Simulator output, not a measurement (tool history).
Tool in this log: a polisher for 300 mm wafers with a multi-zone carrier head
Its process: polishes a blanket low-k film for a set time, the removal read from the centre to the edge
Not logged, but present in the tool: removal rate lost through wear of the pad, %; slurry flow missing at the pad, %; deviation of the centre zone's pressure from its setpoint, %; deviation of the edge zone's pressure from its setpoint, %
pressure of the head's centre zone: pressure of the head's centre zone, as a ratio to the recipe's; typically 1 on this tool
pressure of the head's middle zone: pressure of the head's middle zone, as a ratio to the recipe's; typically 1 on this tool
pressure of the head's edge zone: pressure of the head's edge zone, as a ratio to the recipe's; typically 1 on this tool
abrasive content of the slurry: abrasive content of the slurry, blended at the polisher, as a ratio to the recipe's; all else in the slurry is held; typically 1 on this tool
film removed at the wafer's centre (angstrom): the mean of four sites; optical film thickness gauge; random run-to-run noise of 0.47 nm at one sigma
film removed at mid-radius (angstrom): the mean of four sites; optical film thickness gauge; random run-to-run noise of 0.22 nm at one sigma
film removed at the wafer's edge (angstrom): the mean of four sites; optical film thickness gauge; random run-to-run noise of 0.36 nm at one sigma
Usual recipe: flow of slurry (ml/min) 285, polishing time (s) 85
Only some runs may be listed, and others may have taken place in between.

run	hour	flow of slurry (ml/min)	pressure of the head's centre zone	pressure of the head's middle zone	pressure of the head's edge zone	abrasive content of the slurry	polishing time (s)	wafers since the last listed run	wafers polished on this pad	hours since the slurry nozzle was cleaned	hours since the centre zone pressure was calibrated	hours since the edge zone pressure was calibrated	hours since the carrier head's membrane was replaced	incoming thickness of the incoming film, nm	film removed at the wafer's centre (angstrom)	film removed at mid-radius (angstrom)	film removed at the wafer's edge (angstrom)
1	0	285	1	1	1	1	101	0	1045	605.3	175.1	253.6	425.3	311.1	388	428	425
2	20.1	285	1	1	1	1	101	223	1269	625.4	195.2	273.7	445.4	312.5	372	420	417
3	38.5	285	1	1	1	1	101	204	1474	643.8	213.6	292.1	463.8	314.8	374	425	420
# hour 48.9: worn pad replaced by a new one
4	60.3	285	1	1	1	1	85	198	127	665.6	235.4	313.9	485.6	306.3	309	354	358
5	73.9	285	1	1	1	1	85	151	278	679.2	249	327.5	499.2	305.2	314	355	345
6	107.4	285	1	1	1	1	85	372	651	712.7	282.5	361	532.7	311.6	308	358	343
7	133.6	285	1	1	1	1	85	291	942	738.9	308.7	387.2	558.9	309.9	310	352	354
8	157.1	285	1	1	1	1	85	261	1204	762.4	332.2	410.7	582.4	316.6	311	354	353
9	183.7	285	1	1	1	1	85	296	1500	789	358.8	437.3	609	313.7	314	356	353
# hour 198: worn pad replaced by a new one, of another model than before
10	198.6	285	1	1	1	1	85	121	7	803.9	373.7	452.2	623.9	313.3	309	355	352
# hour 204.9: centre zone pressure recalibrated
11	220.7	285	1	1	1	1	85	223	230	826	15.8	474.3	646	306	334	356	354
# hour 253.7: edge zone pressure recalibrated
12	268.8	285	1	1	1	1	85	513	743	874.1	63.9	15.1	694.1	303.3	333	357	348
# hour 295: slurry nozzle cleaned
13	296.3	330	1	0.89	0.97	1	111	294	1038	1.3	91.4	42.6	721.6	309.6	418	427	448
14	314.3	285	1	1	0.89	1.1	56	200	1239	19.3	109.4	60.6	739.6	314.9	223	253	236
# hour 321.7: carrier head's membrane replaced by a new one
15	331.8	285	1	1	1	1	64	139	1378	36.8	126.9	78.1	10.1	306.4	242	270	264
# hour 344.4: worn pad replaced by a new one
16	416.9	285	0.95	1	1	1	85	902	807	121.9	212	163.2	95.2	314.7	300	356	347
17	434.3	225	1	0.92	1.11	1	68	193	1000	139.3	229.4	180.6	112.6	310.3	238	264	290
18	459.1	375	0.95	1	1	1	85	276	1276	164.1	254.2	205.4	137.4	311.8	297	364	357
# hour 480.9: worn pad replaced by a new one
19	493.8	285	0.94	1	1	1	85	341	143	198.8	288.9	240.1	172.1	308.4	289	357	347
20	510.9	285	1	1	1	1	76	190	333	215.9	306	257.2	189.2	311.1	273	319	315
21	534.7	285	0.91	1	1	1.2	85	264	598	239.7	329.8	281	213	312.3	324	407	404

5 options for the next run, each taken on its own from the tool as it stands now. Forecast them:
A	535.2	285	1	1	1	1	85	5	604	240.2	330.3	281.5	213.5	306.2	?	?	?
B	535.2	285	0.9	1	1	1	85	5	604	240.2	330.3	281.5	213.5	306.2	?	?	?
C	535.2	210	1	1	1	1	103	5	604	240.2	330.3	281.5	213.5	306.2	?	?	?
D	535.2	285	0.91	1.03	1.09	1	85	5	604	240.2	330.3	281.5	213.5	306.2	?	?	?
E	535.2	285	0.91	1	1.04	1	85	5	604	240.2	330.3	281.5	213.5	306.2	?	?	?

run	film removed at the wafer's centre (angstrom)	film removed at mid-radius (angstrom)	film removed at the wafer's edge (angstrom)
A	308	356	351
B	280	356	351
C	369	427	421
D	283	365	366
E	282	356	357
Take away the tool's hidden state, keep each run's random variation, and the runs would have read:
run	film removed at the wafer's centre (angstrom)	film removed at mid-radius (angstrom)	film removed at the wafer's edge (angstrom)
A	339	356	351
B	308	356	351
C	406	427	421
D	311	365	366
E	311	356	357

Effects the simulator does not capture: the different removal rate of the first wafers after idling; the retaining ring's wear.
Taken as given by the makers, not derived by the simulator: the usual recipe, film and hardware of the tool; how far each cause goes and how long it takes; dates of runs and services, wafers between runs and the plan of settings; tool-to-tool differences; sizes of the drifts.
